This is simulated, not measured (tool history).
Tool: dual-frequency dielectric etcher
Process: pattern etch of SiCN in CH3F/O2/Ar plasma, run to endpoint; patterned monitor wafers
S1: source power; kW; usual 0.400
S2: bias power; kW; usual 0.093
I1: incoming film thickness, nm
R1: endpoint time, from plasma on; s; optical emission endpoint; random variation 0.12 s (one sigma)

run 1 day=0.000 | S1=0.420 S2=0.093 | I1=7.28 | R1=17.3
run 2 day=1.350 | S1=0.420 S2=0.093 | I1=7.27 | R1=17.0
run 3 day=2.817 | S1=0.400 S2=0.093 | I1=7.31 | R1=17.2
run 4 day=3.388 | S1=0.340 S2=0.101 | I1=7.27 | R1=17.8
run 5 day=4.258 | S1=0.400 S2=0.093 | I1=7.28 | R1=17.1
run 6 day=5.121 | S1=0.400 S2=0.088 | I1=7.27 | R1=17.4
run 7 day=5.683 | S1=0.400 S2=0.083 | I1=7.36 | R1=18.1
run 8 day=7.179 | S1=0.400 S2=0.093 | I1=7.34 | R1=17.2
run 9 day=8.075 | S1=0.400 S2=0.093 | I1=7.33 | R1=17.1
run 10 day=9.279 | S1=0.400 S2=0.093 | I1=7.21 | R1=17.0
run 11 day=10.300 | S1=0.400 S2=0.093 | I1=7.32 | R1=16.8
run 12 day=10.833 | S1=0.400 S2=0.093 | I1=7.26 | R1=17.1
run 13 day=12.312 | S1=0.400 S2=0.093 | I1=7.33 | R1=17.2
run 14 day=13.812 | S1=0.350 S2=0.093 | I1=7.34 | R1=18.2
run 15 day=14.512 | S1=0.400 S2=0.093 | I1=7.36 | R1=17.0
-- day=15.588 wet clean of the chamber
run 16 day=15.962 | S1=0.400 S2=0.093 | I1=7.31 | R1=17.7
-- day=17.662 upper electrode replaced
run 17 day=17.683 | S1=0.400 S2=0.104 | I1=7.34 | R1=17.1
-- day=18.842 bias power generator calibrated
run 18 day=18.862 | S1=0.490 S2=0.110 | I1=7.21 | R1=15.0

Forecast run 19:
run 19 day=19.400 | S1=0.400 S2=0.109 | I1=7.34 | R1=?

Run 19 gave R1 16.7 s.
Without the tool's hidden state the same run would have given R1 16.9 s.

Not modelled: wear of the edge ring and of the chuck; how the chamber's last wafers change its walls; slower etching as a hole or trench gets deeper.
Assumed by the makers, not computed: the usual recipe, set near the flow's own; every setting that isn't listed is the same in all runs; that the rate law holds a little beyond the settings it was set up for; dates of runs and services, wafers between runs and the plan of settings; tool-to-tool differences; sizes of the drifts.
